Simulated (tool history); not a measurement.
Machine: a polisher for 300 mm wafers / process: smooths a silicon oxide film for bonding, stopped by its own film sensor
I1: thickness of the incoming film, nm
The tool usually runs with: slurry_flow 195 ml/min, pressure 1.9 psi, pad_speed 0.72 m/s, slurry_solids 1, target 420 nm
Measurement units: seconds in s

{"run": 1, "hour": 0.0, "slurry_flow": 195, "pressure": 1.9, "pad_speed": 0.72, "slurry_solids": 1, "target": 434, "I1": 462.3, "seconds": 68.5}
{"hour": 4.5, "done": "slurry nozzle cleaned"}
{"run": 2, "hour": 15.2, "slurry_flow": 195, "pressure": 1.9, "pad_speed": 0.72, "slurry_solids": 1, "target": 420, "I1": 465.8, "seconds": 113.7}
{"hour": 30.4, "done": "worn pad replaced by a new one"}
{"run": 3, "hour": 36.5, "slurry_flow": 195, "pressure": 1.9, "pad_speed": 0.72, "slurry_solids": 1, "target": 420, "I1": 475.7, "seconds": 125.6}
{"run": 4, "hour": 50.3, "slurry_flow": 195, "pressure": 1.9, "pad_speed": 0.72, "slurry_solids": 1, "target": 420, "I1": 473.3, "seconds": 118.9}
{"hour": 59.5, "done": "slurry blender recalibrated"}
{"run": 5, "hour": 80.7, "slurry_flow": 160, "pressure": 1.9, "pad_speed": 0.72, "slurry_solids": 1, "target": 420, "I1": 471.6, "seconds": 122.2}
{"run": 6, "hour": 109.8, "slurry_flow": 195, "pressure": 1.9, "pad_speed": 0.72, "slurry_solids": 1, "target": 420, "I1": 469.5, "seconds": 118.4}
{"run": 7, "hour": 142.1, "slurry_flow": 195, "pressure": 1.9, "pad_speed": 0.72, "slurry_solids": 1, "target": 420, "I1": 470.6, "seconds": 125.1}
{"run": 8, "hour": 165.6, "slurry_flow": 195, "pressure": 1.9, "pad_speed": 0.72, "slurry_solids": 1, "target": 420, "I1": 471.2, "seconds": 129.8}
{"hour": 170.7, "done": "worn pad replaced by a new one"}
{"run": 9, "hour": 195.1, "slurry_flow": 195, "pressure": 1.9, "pad_speed": 0.72, "slurry_solids": 1, "target": 420, "I1": 466.5, "seconds": 103.6}
{"hour": 210.3, "done": "slurry blender recalibrated"}
{"run": 10, "hour": 220.2, "slurry_flow": 195, "pressure": 1.9, "pad_speed": 0.72, "slurry_solids": 1, "target": 420, "I1": 464, "seconds": 97.9}
{"run": 11, "hour": 239.4, "slurry_flow": 195, "pressure": 1.9, "pad_speed": 0.72, "slurry_solids": 1, "target": 420, "I1": 465, "seconds": 101.2}
{"run": 12, "hour": 259.4, "slurry_flow": 195, "pressure": 1.9, "pad_speed": 0.52, "slurry_solids": 1, "target": 420, "I1": 462.9, "seconds": 128.9}
{"run": 13, "hour": 290.1, "slurry_flow": 195, "pressure": 1.9, "pad_speed": 0.72, "slurry_solids": 1, "target": 420, "I1": 461.7, "seconds": 100.6}
{"run": 14, "hour": 314.1, "slurry_flow": 195, "pressure": 1.9, "pad_speed": 0.72, "slurry_solids": 1, "target": 420, "I1": 475.9, "seconds": 141.6}
{"hour": 319.6, "done": "worn pad replaced by a new one"}
{"hour": 335.6, "done": "slurry blender recalibrated"}
{"run": 15, "hour": 336.8, "slurry_flow": 195, "pressure": 1.9, "pad_speed": 0.72, "slurry_solids": 1, "target": 434, "I1": 468.3, "seconds": 77.5}
{"hour": 339.3, "done": "slurry nozzle cleaned"}
{"run": 16, "hour": 369.5, "slurry_flow": 245, "pressure": 2.5, "pad_speed": 0.72, "slurry_solids": 1, "target": 420, "I1": 471.5, "seconds": 90.2}
{"run": 17, "hour": 385.6, "slurry_flow": 145, "pressure": 1.3, "pad_speed": 0.88, "slurry_solids": 1, "target": 420, "I1": 463.8, "seconds": 119}
{"run": 18, "hour": 415.1, "slurry_flow": 195, "pressure": 1.3, "pad_speed": 0.72, "slurry_solids": 1.25, "target": 420, "I1": 466.8, "seconds": 138.2}
{"hour": 430.3, "done": "head pressure recalibrated"}
{"hour": 440.7, "done": "worn pad replaced by a new one"}
{"run": 19, "hour": 467.1, "slurry_flow": 195, "pressure": 1.9, "pad_speed": 0.46, "slurry_solids": 1, "target": 420, "I1": 461.3, "seconds": 124.6}
{"hour": 471.5, "done": "slurry blender recalibrated"}
{"run": 20, "hour": 490.8, "slurry_flow": 195, "pressure": 1.9, "pad_speed": 0.82, "slurry_solids": 1, "target": 420, "I1": 463, "seconds": 89.1}
{"run": 21, "hour": 521.8, "slurry_flow": 230, "pressure": 1.5, "pad_speed": 0.72, "slurry_solids": 1, "target": 420, "I1": 465.9, "seconds": 124.6}
{"run": 22, "hour": 545.8, "slurry_flow": 165, "pressure": 1.9, "pad_speed": 0.72, "slurry_solids": 1, "target": 425, "I1": 476.5, "seconds": 128.2}
{"run": 23, "hour": 562.0, "slurry_flow": 195, "pressure": 1.9, "pad_speed": 0.72, "slurry_solids": 0.8, "target": 420, "I1": 478.3, "seconds": 150.9}
{"hour": 568.8, "done": "worn pad replaced by a new one"}
{"run": 24, "hour": 582.6, "slurry_flow": 195, "pressure": 1.9, "pad_speed": 0.72, "slurry_solids": 1, "target": 420, "I1": 479, "seconds": 129.9}
{"hour": 599.5, "done": "slurry blender recalibrated"}
{"run": 25, "hour": 600.0, "slurry_flow": 195, "pressure": 1.9, "pad_speed": 0.82, "slurry_solids": 1, "target": 420, "I1": 471.1, "seconds": 101.4}
{"run": 26, "hour": 618.9, "slurry_flow": 195, "pressure": 2.4, "pad_speed": 0.72, "slurry_solids": 0.75, "target": 420, "I1": 471.4, "seconds": 101.3}
{"hour": 634.8, "done": "slurry nozzle cleaned"}
{"run": 27, "hour": 652.7, "slurry_flow": 195, "pressure": 1.9, "pad_speed": 0.72, "slurry_solids": 1, "target": 420, "I1": 468.8, "seconds": 113.7}
{"run": 28, "hour": 673.3, "slurry_flow": 125, "pressure": 1.9, "pad_speed": 0.72, "slurry_solids": 1, "target": 420, "I1": 469.6, "seconds": 124.4}

Each row is a separate what-if for the run after 28, all from the same tool condition, not one after another. Results?
{"run": "A", "hour": 673.8, "slurry_flow": 195, "pressure": 1.9, "pad_speed": 0.72, "slurry_solids": 1, "target": 420, "I1": 471.2, "seconds": "?"}
{"run": "B", "hour": 673.8, "slurry_flow": 195, "pressure": 1.4, "pad_speed": 0.72, "slurry_solids": 1, "target": 415, "I1": 471.2, "seconds": "?"}
{"run": "C", "hour": 673.8, "slurry_flow": 195, "pressure": 1.9, "pad_speed": 0.72, "slurry_solids": 1, "target": 427, "I1": 471.2, "seconds": "?"}
{"run": "D", "hour": 673.8, "slurry_flow": 195, "pressure": 2.4, "pad_speed": 0.84, "slurry_solids": 1, "target": 406, "I1": 471.2, "seconds": "?"}
{"run": "E", "hour": 673.8, "slurry_flow": 195, "pressure": 1.7, "pad_speed": 0.72, "slurry_solids": 1, "target": 420, "I1": 471.2, "seconds": "?"}

run=A seconds=119.7
run=B seconds=165
run=C seconds=103.3
run=D seconds=113.2
run=E seconds=130.3
What these runs would have given with no unlogged condition in the tool:
run=A seconds=111.4
run=B seconds=153.6
run=C seconds=96.2
run=D seconds=105.4
run=E seconds=121.3
